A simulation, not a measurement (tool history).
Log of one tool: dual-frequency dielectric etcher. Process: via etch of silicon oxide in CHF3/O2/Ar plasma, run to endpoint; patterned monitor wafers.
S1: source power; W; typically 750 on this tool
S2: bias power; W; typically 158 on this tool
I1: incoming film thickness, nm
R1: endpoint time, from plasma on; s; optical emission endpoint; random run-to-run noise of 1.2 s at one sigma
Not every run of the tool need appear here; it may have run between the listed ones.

run	hour	S1	S2	I1	R1
1	0.0	750	172	505.8	257.8
2	19.7	750	172	507.0	258.4
3	40.3	660	149	503.7	286.7
4	92.1	840	158	507.8	246.0
# hour 172.9: wet clean of the chamber
5	173.4	840	158	507.8	242.3
6	200.2	840	158	500.8	237.9
7	227.1	820	158	507.9	245.0
8	285.8	750	158	510.1	258.3
9	298.2	750	158	505.1	259.7
10	328.7	660	158	502.5	280.4
11	355.4	660	158	505.7	281.7
12	386.5	660	158	502.6	279.4
# hour 396.3: source power generator calibrated
13	431.7	710	158	504.3	270.3
# hour 471.3: upper electrode replaced
14	471.8	580	184	508.2	302.3
15	519.0	600	180	503.7	296.7
16	551.6	610	195	505.7	293.0
17	565.4	700	189	505.3	266.0
# hour 618.7: wet clean of the chamber
18	619.2	750	193	508.6	251.3
19	619.7	680	130	503.2	282.1
# hour 625.7: bias power generator calibrated
20	628.4	660	174	502.5	273.1
21	656.9	750	186	504.6	250.1
22	671.6	600	158	503.0	298.4
23	700.7	700	120	507.9	285.0
24	734.2	750	158	507.7	259.4
25	749.4	580	158	504.9	308.5
26	783.4	800	180	505.5	244.7
27	811.3	840	184	504.4	236.1
28	826.2	910	158	500.0	228.3
29	840.0	660	130	507.9	294.5
30	871.4	750	188	509.4	255.1
31	928.3	750	158	503.3	262.1
32	947.3	670	195	503.3	269.9
33	966.0	750	158	505.2	260.1
34	983.4	610	183	507.0	294.3

Selected run-to-run steps in R1, each split into two signed amounts: the part the tool would show with no hidden state at all (from settings, incoming material and random variation), and the remainder, which goes to the hidden state together with any gauge scatter not common to the measured and the hidden-state-free results:
The hidden state here: etch rate over this chamber's usual, %; source power that arrives over what is set, %; bias power that arrives over what is set, %.
Run 4 -> 5: wet clean of the chamber. R1 -3.7 s: hidden state -4.5, all else +0.8.
Run 17 -> 18: S1 700 -> 750, S2 189 -> 193, wet clean of the chamber. R1 -14.7 s: hidden state -5.7, all else -9.0.
Run 24 -> 25: S1 750 -> 580. R1 +49.1 s: hidden state +0.9, all else +48.2.
Run 25 -> 26: S1 580 -> 800, S2 158 -> 180. R1 -63.8 s: hidden state -0.4, all else -63.4.
Run 28 -> 29: S1 910 -> 660, S2 158 -> 130. R1 +66.2 s: hidden state +1.4, all else +64.8.
